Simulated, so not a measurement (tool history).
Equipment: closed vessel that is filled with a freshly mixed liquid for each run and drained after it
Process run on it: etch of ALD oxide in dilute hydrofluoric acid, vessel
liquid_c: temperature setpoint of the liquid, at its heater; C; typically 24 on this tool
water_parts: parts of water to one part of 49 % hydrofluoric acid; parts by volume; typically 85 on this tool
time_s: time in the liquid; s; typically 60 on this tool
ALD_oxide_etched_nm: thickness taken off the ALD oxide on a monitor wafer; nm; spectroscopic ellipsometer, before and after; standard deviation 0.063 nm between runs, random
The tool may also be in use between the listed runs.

run,hour,liquid_c,water_parts,time_s,"read-back film thickness of the ALD oxide reference wafer, read on the same gauge (nm)",ALD_oxide_etched_nm
1,0,24,85,60,70.01,11.25
2,49.2,24,85,60,69.97,11.16
3,124,24,85,60,70.01,11.15
# hour 209.5: thermometer replaced
4,398.3,24,70,60,69.99,13.95
5,470.6,24,70,60,70.02,14.03
6,537.8,24,70,60,69.98,14.02
7,585.2,24,85,60,70.02,11.18
8,650.9,24,85,60,69.99,11.28
9,705.4,24,85,60,69.99,11.16
10,746.3,24,85,60,70.01,11.15
11,802.2,24,85,60,69.98,11.1
12,851.2,24,85,60,70.05,11.06
# hour 884.8: thermometer replaced
13,916.5,24,85,60,69.96,11.48
14,971,24,85,60,70,11.38
# hour 985.4: gauge calibrated
15,1044.7,27.5,100,50,69.99,9.02
16,1120.1,24,85,60,70,11.37
17,1200.8,28,55,50,70.01,17.66
18,1240.4,24,85,60,70,11.3
19,1307.9,20,70,60,70.01,11.77
20,1370.6,24,65,60,69.99,15.06
21,1415.5,26,115,60,70.03,8.6
# hour 1486.4: thermometer replaced
# hour 1488.4: hydrofluoric acid flow meter replaced
22,1517.1,21,70,85,70,17.79
23,1613,25.5,85,80,69.98,16.12
24,1696.3,24,85,95,70.02,17.88
25,1736.2,24,100,50,69.99,7.83
26,1841.4,24,85,75,70.01,14.01
27,1880.4,26,55,60,70.01,19.41
28,1964.8,24,85,35,69.99,6.46
# hour 2148.6: thermometer replaced
29,2202.1,24,85,60,70.01,11.35

Consider 4 possible next runs. They are alternatives, not a sequence: every one starts from the tool as it was left by run 29. What does each give?
A,2202.8,20,85,60,?,?
B,2202.8,24,85,45,?,?
C,2202.8,26.5,85,60,?,?
D,2202.8,24,110,60,?,?

run,"read-back film thickness of the ALD oxide reference wafer, read on the same gauge (nm)",ALD_oxide_etched_nm
A,70.02,9.55
B,70.02,8.44
C,70.02,12.42
D,70.02,8.43
With the hidden condition removed and each run's random variation left untouched, the same runs would have given:
run,ALD_oxide_etched_nm
A,9.63
B,8.5
C,12.51
D,8.49

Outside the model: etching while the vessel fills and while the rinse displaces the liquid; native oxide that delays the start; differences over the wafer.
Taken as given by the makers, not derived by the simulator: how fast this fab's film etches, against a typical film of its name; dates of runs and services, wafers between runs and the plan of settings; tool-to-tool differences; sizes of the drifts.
